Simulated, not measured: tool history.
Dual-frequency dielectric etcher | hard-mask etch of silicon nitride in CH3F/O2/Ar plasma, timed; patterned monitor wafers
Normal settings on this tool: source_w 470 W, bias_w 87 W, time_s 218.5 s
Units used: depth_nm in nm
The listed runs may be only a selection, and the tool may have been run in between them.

run	hour	source_w	bias_w	time_s	wafers since the last listed run	hours since the last wet clean	hours since the last source power generator calibration	hours since the last bias power generator calibration	hours since the last upper electrode change	hours since the gauge calibration	read-back reference wafer on the same gauge, depth_nm	depth_nm
1	0.0	520	96	218.5	0	437.6	3815.8	2529.3	1833.8	2162.0	174.8	185.4
2	67.3	470	87	218.5	602	504.9	3883.1	2596.6	1901.1	2229.3	175.1	174.0
3	167.1	470	87	218.5	893	604.7	3982.9	2696.4	2000.9	2329.1	175.0	172.7
4	236.1	470	87	218.5	617	673.7	4051.9	2765.4	2069.9	2398.1	174.9	173.2
# hour 288.4: wet clean of the chamber
5	328.4	470	70	184.0	611	40.0	4144.2	2857.7	2162.2	2490.4	174.9	137.7
6	410.2	470	87	218.5	732	121.8	4226.0	2939.5	2244.0	2572.2	175.2	172.8
7	459.7	470	87	218.5	443	171.3	4275.5	2989.0	2293.5	2621.7	175.1	173.3
# hour 482.6: source power generator calibrated
8	752.7	470	87	218.5	2587	464.3	270.1	3282.0	2586.5	2914.7	175.1	171.5
# hour 771.8: gauge calibrated
9	853.2	470	87	218.5	899	564.8	370.6	3382.5	2687.0	81.4	175.1	170.9
10	925.8	470	87	218.5	650	637.4	443.2	3455.1	2759.6	154.0	175.1	171.5
# hour 964.2: wet clean of the chamber
11	964.7	470	87	218.5	133	0.5	482.1	3494.0	2798.5	192.9	175.1	170.9
12	1039.5	420	67	181.0	669	75.3	556.9	3568.8	2873.3	267.7	175.0	127.0
13	1133.5	510	81	273.5	841	169.3	650.9	3662.8	2967.3	361.7	175.1	215.0
14	1208.9	470	87	218.5	675	244.7	726.3	3738.2	3042.7	437.1	175.0	170.9
15	1266.4	350	73	240.5	514	302.2	783.8	3795.7	3100.2	494.6	175.1	163.8
# hour 1298.8: bias power generator calibrated
16	1354.1	470	87	198.5	749	389.9	871.5	55.3	3187.9	582.3	174.9	155.8
17	1402.3	470	81	218.5	431	438.1	919.7	103.5	3236.1	630.5	174.9	167.6
18	1466.5	570	73	181.5	574	502.3	983.9	167.7	3300.3	694.7	175.0	144.1
# hour 1532.4: wet clean of the chamber
19	1532.9	470	87	258.0	379	0.5	1050.3	234.1	3366.7	761.1	175.0	203.9
20	1593.9	580	98	218.5	546	61.5	1111.3	295.1	3427.7	822.1	175.0	190.2
21	1679.6	470	107	196.5	767	147.2	1197.0	380.8	3513.4	907.8	174.9	164.5
# hour 1755.3: upper electrode replaced
22	1755.8	390	103	254.5	467	223.4	1273.2	457.0	0.5	984.0	174.9	198.8
23	1819.4	470	87	218.5	569	287.0	1336.8	520.6	64.1	1047.6	175.0	171.8
24	1863.4	580	97	274.0	393	331.0	1380.8	564.6	108.1	1091.6	175.0	237.0
25	1943.6	470	69	218.5	718	411.2	1461.0	644.8	188.3	1171.8	174.9	161.1
26	2036.9	470	87	218.5	835	504.5	1554.3	738.1	281.6	1265.1	175.0	171.8
# hour 2071.2: wet clean of the chamber
27	2125.0	570	75	257.0	573	53.8	1642.4	826.2	369.7	1353.2	175.1	207.2
28	2195.8	530	87	218.5	633	124.6	1713.2	897.0	440.5	1424.0	174.9	179.0
29	2474.3	470	97	175.0	2493	403.1	1991.7	1175.5	719.0	1702.5	175.0	142.1
30	2545.1	470	87	218.5	633	473.9	2062.5	1246.3	789.8	1773.3	175.1	171.9

Pick out some run-to-run changes in depth_nm. Of each, how much would a tool without hidden state show as well, from the settings, what came in and chance, and how much is left for the hidden state and any gauge scatter not in both results compared?
The tool's hidden condition here consists of: etch rate over this chamber's usual, %; source power that arrives over what is set, %; bias power that arrives over what is set, %; gauge reads high (%).
Run 4 -> 5: bias_w 87 -> 70, time_s 218.5 -> 184.0, wet clean of the chamber. depth_nm -35.5 nm: hidden state -0.4, all else -35.1.
Run 5 -> 6: bias_w 70 -> 87, time_s 184.0 -> 218.5. depth_nm +35.1 nm: hidden state +0.6, all else +34.5.
Run 7 -> 8: source power generator calibrated. depth_nm -1.8 nm: hidden state -2.6, all else +0.8.
Run 12 -> 13: source_w 420 -> 510, bias_w 67 -> 81, time_s 181.0 -> 273.5. depth_nm +88.0 nm: hidden state +0.2, all else +87.8.
Run 23 -> 24: source_w 470 -> 580, bias_w 87 -> 97, time_s 218.5 -> 274.0. depth_nm +65.2 nm: hidden state +0.4, all else +64.8.
Run 24 -> 25: source_w 580 -> 470, bias_w 97 -> 69, time_s 274.0 -> 218.5. depth_nm -75.9 nm: hidden state -0.4, all else -75.5.
